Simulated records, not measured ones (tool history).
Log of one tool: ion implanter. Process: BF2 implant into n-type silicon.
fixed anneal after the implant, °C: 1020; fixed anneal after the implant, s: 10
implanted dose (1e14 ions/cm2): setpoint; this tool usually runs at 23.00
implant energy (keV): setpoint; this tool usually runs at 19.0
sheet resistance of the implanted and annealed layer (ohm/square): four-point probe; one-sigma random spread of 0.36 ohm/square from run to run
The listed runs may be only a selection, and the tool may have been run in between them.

run      day  implanted dose (1e14 ions/cm2)  implant energy (keV)  wafers since the last listed run  hours since the last dose calibration  hours since the extraction supply was calibrated  hours since the gauge calibration  read-back reference wafer on the same gauge, sheet resistance  sheet resistance of the implanted and annealed layer (ohm/square)
  1    0.000                           25.11                  19.0                                 0                                  803.5                                            4060.7                             2101.3                                                         192.09                                                             179.15
  2    2.946                           26.47                  19.0                              1236                                  874.2                                            4131.4                             2172.0                                                         192.04                                                             177.85
  3    7.196                           23.00                  16.0                              1783                                  976.2                                            4233.4                             2274.0                                                         191.94                                                             193.82
  4    9.875                           23.00                  16.0                              1124                                 1040.5                                            4297.7                             2338.3                                                         192.03                                                             194.72
  5   14.229                           23.00                  19.0                              1827                                 1145.0                                            4402.2                             2442.8                                                         191.99                                                             179.98
  6   25.925                           23.00                  19.0                              4909                                 1425.7                                            4682.9                             2723.5                                                         192.09                                                             179.95
      30.621  -- Faraday cup replaced and dose calibrated
  7   33.688                           26.61                  20.5                              3118                                   73.6                                            4869.2                             2909.8                                                         192.05                                                             172.13
  8   36.458                           23.00                  19.0                              1163                                  140.1                                            4935.7                             2976.3                                                         191.96                                                             180.25
  9   39.925                           23.00                  19.0                              1455                                  223.3                                            5018.9                             3059.5                                                         191.93                                                             180.20
 10   42.075                           23.00                  19.0                               902                                  274.9                                            5070.5                             3111.1                                                         191.95                                                             180.93
 11   45.333                           23.00                  19.0                              1367                                  353.1                                            5148.7                             3189.3                                                         192.00                                                             180.28
 12   48.554                           23.00                  19.0                              1351                                  430.4                                            5226.0                             3266.6                                                         191.99                                                             180.63
 13   52.479                           23.00                  19.0                              1647                                  524.6                                            5320.2                             3360.8                                                         192.06                                                             180.31
 14   55.812                           23.00                  19.0                              1399                                  604.6                                            5400.2                             3440.8                                                         191.99                                                             180.46
 15   59.246                           23.00                  19.0                              1441                                  687.0                                            5482.6                             3523.2                                                         191.98                                                             179.85
 16   63.546                           23.00                  19.0                              1804                                  790.2                                            5585.8                             3626.4                                                         191.96                                                             180.39
 17   66.146                           23.00                  19.0                              1091                                  852.6                                            5648.2                             3688.8                                                         192.06                                                             180.44
 18   69.450                           23.00                  19.0                              1386                                  931.9                                            5727.5                             3768.1                                                         191.92                                                             181.26
      70.246  -- gauge calibrated
 19   73.396                           23.00                  14.5                              1656                                 1026.6                                            5822.2                               75.6                                                         192.00                                                             203.79
 20   77.367                           18.89                  12.5                              1666                                 1121.9                                            5917.5                              170.9                                                         192.09                                                             220.67
 21   79.983                           18.32                  19.0                              1098                                 1184.7                                            5980.3                              233.7                                                         192.05                                                             185.36
      82.700  -- Faraday cup replaced and dose calibrated
 22   83.921                           23.00                  19.0                              1512                                   29.3                                            6074.8                              328.2                                                         192.02                                                             181.02
 23   85.654                           16.76                  19.0                               727                                   70.9                                            6116.4                              369.8                                                         191.92                                                             186.91
      86.933  -- extraction supply calibrated
 24   87.154                           23.00                  19.0                               489                                  106.9                                               5.3                              405.8                                                         192.00                                                             177.74
 25   89.975                           23.00                  19.0                              1184                                  174.6                                              73.0                              473.5                                                         191.99                                                             176.92
 26   92.583                           25.23                  19.0                              1094                                  237.2                                             135.6                              536.1                                                         191.99                                                             176.63
 27   95.317                           23.00                  23.0                              1147                                  302.8                                             201.2                              601.7                                                         191.91                                                             161.81
 28   98.462                           26.61                  20.5                              1320                                  378.3                                             276.7                              677.2                                                         191.93                                                             169.89
 29  101.517                           25.80                  19.0                              1282                                  451.6                                             350.0                              750.5                                                         192.04                                                             176.60
 30  103.138                           16.72                  24.5                               680                                  490.5                                             388.9                              789.4                                                         191.90                                                             161.89
 31  104.667                           23.00                  16.0                               641                                  527.2                                             425.6                              826.1                                                         191.99                                                             192.31
 32  106.946                           28.07                  21.5                               956                                  581.9                                             480.3                              880.8                                                         191.91                                                             165.48
 33  111.212                           23.00                  19.0                              1790                                  684.3                                             582.7                              983.2                                                         191.99                                                             177.65
 34  115.242                           27.04                  21.5                              1691                                  781.0                                             679.4                             1079.9                                                         191.96                                                             165.56
 35  119.492                           20.02                  13.0                              1783                                  883.0                                             781.4                             1181.9                                                         191.95                                                             212.80
 36  121.654                           24.81                  16.5                               907                                  934.9                                             833.3                             1233.8                                                         191.98                                                             188.46
 37  124.296                           25.87                  19.0                              1108                                  998.3                                             896.7                             1297.2                                                         192.07                                                             176.79
 38  128.192                           27.03                  14.5                              1635                                 1091.8                                             990.2                             1390.7                                                         192.12                                                             197.74

Here are 3 independent what-if runs from the current tool condition. What would each one return?
  A  128.208                           23.00                  19.0                                 6                                 1092.2                                             990.6                             1391.1                                                              ?                                                                  ?
  B  128.208                           28.38                  25.5                                 6                                 1092.2                                             990.6                             1391.1                                                              ?                                                                  ?
  C  128.208                           18.05                  17.0                                 6                                 1092.2                                             990.6                             1391.1                                                              ?                                                                  ?

run  read-back reference wafer on the same gauge, sheet resistance  sheet resistance of the implanted and annealed layer (ohm/square)
  A                                                         192.07                                                             178.38
  B                                                         192.07                                                             152.59
  C                                                         192.07                                                             192.48
The same runs, with their run-to-run variation unchanged, on a tool lacking any hidden condition would have given:
run  sheet resistance of the implanted and annealed layer (ohm/square)
  A                                                             177.74
  B                                                             152.01
  C                                                             191.80

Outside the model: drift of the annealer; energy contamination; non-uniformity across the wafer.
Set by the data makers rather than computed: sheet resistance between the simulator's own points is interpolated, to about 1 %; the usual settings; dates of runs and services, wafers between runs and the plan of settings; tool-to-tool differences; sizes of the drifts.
